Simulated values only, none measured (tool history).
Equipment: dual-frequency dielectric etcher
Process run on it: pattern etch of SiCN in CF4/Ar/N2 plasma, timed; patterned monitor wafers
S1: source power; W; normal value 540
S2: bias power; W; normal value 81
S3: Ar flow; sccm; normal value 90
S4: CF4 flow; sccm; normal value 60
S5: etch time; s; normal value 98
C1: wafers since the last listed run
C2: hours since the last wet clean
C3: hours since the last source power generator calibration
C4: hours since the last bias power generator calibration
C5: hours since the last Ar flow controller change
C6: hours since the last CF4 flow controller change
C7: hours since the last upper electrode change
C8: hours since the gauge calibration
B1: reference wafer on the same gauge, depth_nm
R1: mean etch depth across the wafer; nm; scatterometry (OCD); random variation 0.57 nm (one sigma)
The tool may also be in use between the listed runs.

run 1 hour=0 | S1=540 S2=81 S3=90 S4=68 S5=98 | C1=0 C2=318.5 C3=2671.2 C4=2914.5 C5=4941.7 C6=5549.1 C7=5402.9 C8=173.5 | B1=124.1 | R1=104.5
run 2 hour=11.3 | S1=540 S2=81 S3=90 S4=68 S5=98 | C1=79 C2=329.8 C3=2682.5 C4=2925.8 C5=4953 C6=5560.4 C7=5414.2 C8=184.8 | B1=124.1 | R1=103.8
-- hour=27.5 CF4 flow controller replaced
run 3 hour=28 | S1=540 S2=81 S3=90 S4=68 S5=98 | C1=75 C2=346.5 C3=2699.2 C4=2942.5 C5=4969.7 C6=0.5 C7=5430.9 C8=201.5 | B1=123.9 | R1=105.4
-- hour=43.9 source power generator calibrated
-- hour=53.7 upper electrode replaced
run 4 hour=54.2 | S1=490 S2=81 S3=90 S4=60 S5=98 | C1=87 C2=372.7 C3=10.3 C4=2968.7 C5=4995.9 C6=26.7 C7=0.5 C8=227.7 | B1=124.1 | R1=92.7
run 5 hour=54.5 | S1=490 S2=81 S3=90 S4=60 S5=98 | C1=2 C2=373 C3=10.6 C4=2969 C5=4996.2 C6=27 C7=0.8 C8=228 | B1=124 | R1=92.9
run 6 hour=69.9 | S1=540 S2=81 S3=76 S4=69 S5=98 | C1=108 C2=388.4 C3=26 C4=2984.4 C5=5011.6 C6=42.4 C7=16.2 C8=243.4 | B1=124.2 | R1=106.1
-- hour=83.1 Ar flow controller replaced
run 7 hour=85.5 | S1=490 S2=67 S3=90 S4=60 S5=98 | C1=67 C2=404 C3=41.6 C4=3000 C5=2.4 C6=58 C7=31.8 C8=259 | B1=123.9 | R1=86.4
run 8 hour=97.9 | S1=540 S2=88 S3=90 S4=65 S5=98 | C1=87 C2=416.4 C3=54 C4=3012.4 C5=14.8 C6=70.4 C7=44.2 C8=271.4 | B1=123.8 | R1=105.9
-- hour=98.6 gauge calibrated
run 9 hour=115.7 | S1=500 S2=71 S3=100 S4=60 S5=82.5 | C1=125 C2=434.2 C3=71.8 C4=3030.2 C5=32.6 C6=88.2 C7=62 C8=17.1 | B1=124 | R1=74.3
-- hour=134.5 bias power generator calibrated
-- hour=154.6 wet clean of the chamber
run 10 hour=155.1 | S1=540 S2=97 S3=90 S4=60 S5=98 | C1=108 C2=0.5 C3=111.2 C4=20.6 C5=72 C6=127.6 C7=101.4 C8=56.5 | B1=124 | R1=115
run 11 hour=155.5 | S1=540 S2=68 S3=69 S4=64 S5=118 | C1=2 C2=0.9 C3=111.6 C4=21 C5=72.4 C6=128 C7=101.8 C8=56.9 | B1=124.1 | R1=126.7
run 12 hour=155.8 | S1=540 S2=81 S3=90 S4=60 S5=98 | C1=2 C2=1.2 C3=111.9 C4=21.3 C5=72.7 C6=128.3 C7=102.1 C8=57.2 | B1=124.2 | R1=107.2
run 13 hour=161.4 | S1=670 S2=69 S3=90 S4=55 S5=98 | C1=39 C2=6.8 C3=117.5 C4=26.9 C5=78.3 C6=133.9 C7=107.7 C8=62.8 | B1=123.9 | R1=123.7
run 14 hour=169.1 | S1=540 S2=81 S3=90 S4=73 S5=98 | C1=54 C2=14.5 C3=125.2 C4=34.6 C5=86 C6=141.6 C7=115.4 C8=70.5 | B1=123.9 | R1=109.6
run 15 hour=183.3 | S1=480 S2=81 S3=90 S4=60 S5=98 | C1=100 C2=28.7 C3=139.4 C4=48.8 C5=100.2 C6=155.8 C7=129.6 C8=84.7 | B1=124.2 | R1=94.2
run 16 hour=197.2 | S1=580 S2=81 S3=90 S4=60 S5=83 | C1=98 C2=42.6 C3=153.3 C4=62.7 C5=114.1 C6=169.7 C7=143.5 C8=98.6 | B1=124 | R1=97
run 17 hour=210.7 | S1=540 S2=81 S3=90 S4=60 S5=98 | C1=95 C2=56.1 C3=166.8 C4=76.2 C5=127.6 C6=183.2 C7=157 C8=112.1 | B1=123.7 | R1=107
run 18 hour=221.4 | S1=440 S2=81 S3=90 S4=46 S5=69 | C1=75 C2=66.8 C3=177.5 C4=86.9 C5=138.3 C6=193.9 C7=167.7 C8=122.8 | B1=123.9 | R1=58.9
run 19 hour=228.9 | S1=540 S2=81 S3=90 S4=60 S5=98 | C1=52 C2=74.3 C3=185 C4=94.4 C5=145.8 C6=201.4 C7=175.2 C8=130.3 | B1=123.9 | R1=106.8

The next listed run, before its measurement:
run 20 hour=240 | S1=580 S2=81 S3=90 S4=60 S5=83 | C1=78 C2=85.4 C3=196.1 C4=105.5 C5=156.9 C6=212.5 C7=186.3 C8=141.4 | B1=? | R1=?

{"run 20": {"B1": 123.9, "R1": 96.3}}
Minus the tool's unlogged condition, the same run would have read R1 96.7 nm.

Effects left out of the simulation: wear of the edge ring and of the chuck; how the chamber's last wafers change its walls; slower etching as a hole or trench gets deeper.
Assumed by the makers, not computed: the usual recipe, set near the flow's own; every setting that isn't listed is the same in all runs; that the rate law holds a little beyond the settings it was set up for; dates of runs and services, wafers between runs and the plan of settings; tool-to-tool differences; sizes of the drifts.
